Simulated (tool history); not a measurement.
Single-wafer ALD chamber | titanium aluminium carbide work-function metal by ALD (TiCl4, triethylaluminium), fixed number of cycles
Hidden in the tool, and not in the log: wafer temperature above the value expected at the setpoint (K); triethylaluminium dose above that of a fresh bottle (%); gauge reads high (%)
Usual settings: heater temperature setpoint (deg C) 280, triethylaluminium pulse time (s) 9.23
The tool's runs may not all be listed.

run,hour,heater temperature setpoint (deg C),triethylaluminium pulse time (s),wafers since the last listed run,hours since the last thermocouple change,hours since the last triethylaluminium bottle change,hours since the showerhead was replaced,hours since the gauge calibration,"read-back reference wafer on the same gauge, thickness_nm",mean film thickness on the monitor wafer (angstrom)
1,0.0,280,10.19,0,2257.0,688.8,6810.7,83.6,1.909,15.06
2,15.9,280,10.19,233,2272.9,704.7,6826.6,99.5,1.912,15.08
3,23.6,284,9.23,113,2280.6,712.4,6834.3,107.2,1.910,14.76
4,36.3,284,9.23,186,2293.3,725.1,6847.0,119.9,1.910,14.75
5,52.3,280,9.23,235,2309.3,741.1,6863.0,135.9,1.911,14.50
6,58.5,280,9.23,91,2315.5,747.3,6869.2,142.1,1.910,14.48
7,70.3,280,9.23,173,2327.3,759.1,6881.0,153.9,1.911,14.46
# hour 79.4: gauge calibrated
# hour 89.3: showerhead replaced
8,89.8,280,9.23,169,2346.8,778.6,0.5,10.4,1.912,14.41
9,97.1,272,9.23,107,2354.1,785.9,7.8,17.7,1.911,14.00
# hour 115.4: thermocouple changed; heater temperature recalibrated
10,115.9,280,9.23,158,0.5,804.7,26.6,36.5,1.910,14.37
11,121.6,289,9.23,83,6.2,810.4,32.3,42.2,1.908,15.00

Forecast run 12:
12,133.7,280,9.23,177,18.3,822.5,44.4,54.3,?,?

read-back reference wafer on the same gauge, thickness_nm: 1.909
mean film thickness on the monitor wafer (angstrom): 14.40
Without the tool's hidden state the same run would have given mean film thickness on the monitor wafer (angstrom) 16.60.
